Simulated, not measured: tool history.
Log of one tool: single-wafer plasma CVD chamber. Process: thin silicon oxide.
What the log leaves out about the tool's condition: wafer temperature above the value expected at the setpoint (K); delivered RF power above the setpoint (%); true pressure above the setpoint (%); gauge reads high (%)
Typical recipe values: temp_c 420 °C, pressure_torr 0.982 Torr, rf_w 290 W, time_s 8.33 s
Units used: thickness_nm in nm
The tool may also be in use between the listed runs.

run	day	temp_c	pressure_torr	rf_w	time_s	wafers since the last listed run	hours since the last thermocouple change	hours since the last RF generator calibration	hours since the last manometer calibration	hours since the showerhead was replaced	hours since the gauge calibration	read-back reference wafer on the same gauge, thickness_nm	thickness_nm
1	0.000	420	1.102	290	8.33	0	2757.5	1153.3	2001.6	7857.4	1724.0	18.291	16.441
2	1.092	420	0.982	290	8.33	453	2783.7	1179.5	2027.8	7883.6	1750.2	18.279	15.875
3	3.196	420	0.982	290	8.33	874	2834.2	1230.0	2078.3	7934.1	1800.7	18.280	15.781
4	6.079	420	0.982	275	8.33	1197	2903.4	1299.2	2147.5	8003.3	1869.9	18.271	15.384
5	9.062	420	0.982	275	8.33	1239	2975.0	1370.8	2219.1	8074.9	1941.5	18.279	15.265
6	11.521	420	0.982	275	8.33	1021	3034.0	1429.8	2278.1	8133.9	2000.5	18.254	15.242
# day 14.500: RF generator calibrated
# day 14.817: capacitance manometer re-zeroed and calibrated
7	15.042	420	0.982	290	8.33	1192	3118.5	13.0	5.4	8218.4	2085.0	18.264	15.744
8	17.867	420	0.982	290	8.33	1173	3186.3	80.8	73.2	8286.2	2152.8	18.252	15.697
# day 18.446: gauge calibrated
9	20.783	420	0.982	290	8.33	1211	3256.3	150.8	143.2	8356.2	56.1	18.888	16.316
# day 21.500: thermocouple changed; heater temperature recalibrated
10	22.342	420	0.982	290	8.33	508	20.2	188.2	180.6	8393.6	93.5	18.862	16.333
11	23.988	408	0.880	325	7.80	683	59.7	227.7	220.1	8433.1	133.0	18.832	15.644
# day 25.662: showerhead replaced
12	26.838	428	0.982	290	8.33	1045	128.1	296.1	288.5	28.2	201.4	18.770	16.109
13	29.267	412	1.105	290	8.33	1009	186.4	354.4	346.8	86.5	259.7	18.730	16.998
14	30.438	420	1.195	265	8.33	486	214.5	382.5	374.9	114.6	287.8	18.729	16.287
15	31.488	420	0.982	290	8.33	436	239.7	407.7	400.1	139.8	313.0	18.702	16.282
16	33.600	420	0.982	315	6.81	877	290.4	458.4	450.8	190.5	363.7	18.680	13.798
17	34.608	420	0.982	290	7.02	418	314.6	482.6	475.0	214.7	387.9	18.648	13.639
18	36.921	420	0.982	290	8.33	960	370.1	538.1	530.5	270.2	443.4	18.639	16.088
19	39.833	420	1.218	235	8.33	1209	440.0	608.0	600.4	340.1	513.3	18.575	15.104
20	41.533	420	0.982	340	8.33	706	480.8	648.8	641.2	380.9	554.1	18.572	17.335
21	43.446	411	1.146	245	9.31	794	526.7	694.7	687.1	426.8	600.0	18.539	17.083
22	44.792	433	0.982	315	7.61	559	559.0	727.0	719.4	459.1	632.3	18.529	15.157
23	51.279	428	0.892	270	8.33	2694	714.7	882.7	875.1	614.8	788.0	18.491	14.732
24	53.612	420	0.982	290	8.33	969	770.7	938.7	931.1	670.8	844.0	18.464	16.078
25	55.850	420	0.982	290	8.33	929	824.4	992.4	984.8	724.5	897.7	18.453	15.929
26	58.854	420	0.982	290	8.33	1247	896.5	1064.5	1056.9	796.6	969.8	18.427	15.869
27	59.933	426	0.857	290	8.33	448	922.4	1090.4	1082.8	822.5	995.7	18.429	15.019
28	61.721	414	0.982	320	9.58	742	965.3	1133.3	1125.7	865.4	1038.6	18.406	19.441
29	64.633	420	0.982	290	8.33	1209	1035.2	1203.2	1195.6	935.3	1108.5	18.407	15.884

What if the next run were any one of these 3? Each begins from the tool's condition after run 29:
A	64.650	420	0.982	290	8.33	6	1035.6	1203.6	1196.0	935.7	1108.9	?	?
B	64.650	427	0.982	290	7.24	6	1035.6	1203.6	1196.0	935.7	1108.9	?	?
C	64.650	431	0.982	290	8.33	6	1035.6	1203.6	1196.0	935.7	1108.9	?	?

run	read-back reference wafer on the same gauge, thickness_nm	thickness_nm
A	18.413	15.877
B	18.413	13.749
C	18.413	15.778
Had the tool no hidden state, the same runs would have come out as:
run	thickness_nm
A	16.396
B	14.198
C	16.294

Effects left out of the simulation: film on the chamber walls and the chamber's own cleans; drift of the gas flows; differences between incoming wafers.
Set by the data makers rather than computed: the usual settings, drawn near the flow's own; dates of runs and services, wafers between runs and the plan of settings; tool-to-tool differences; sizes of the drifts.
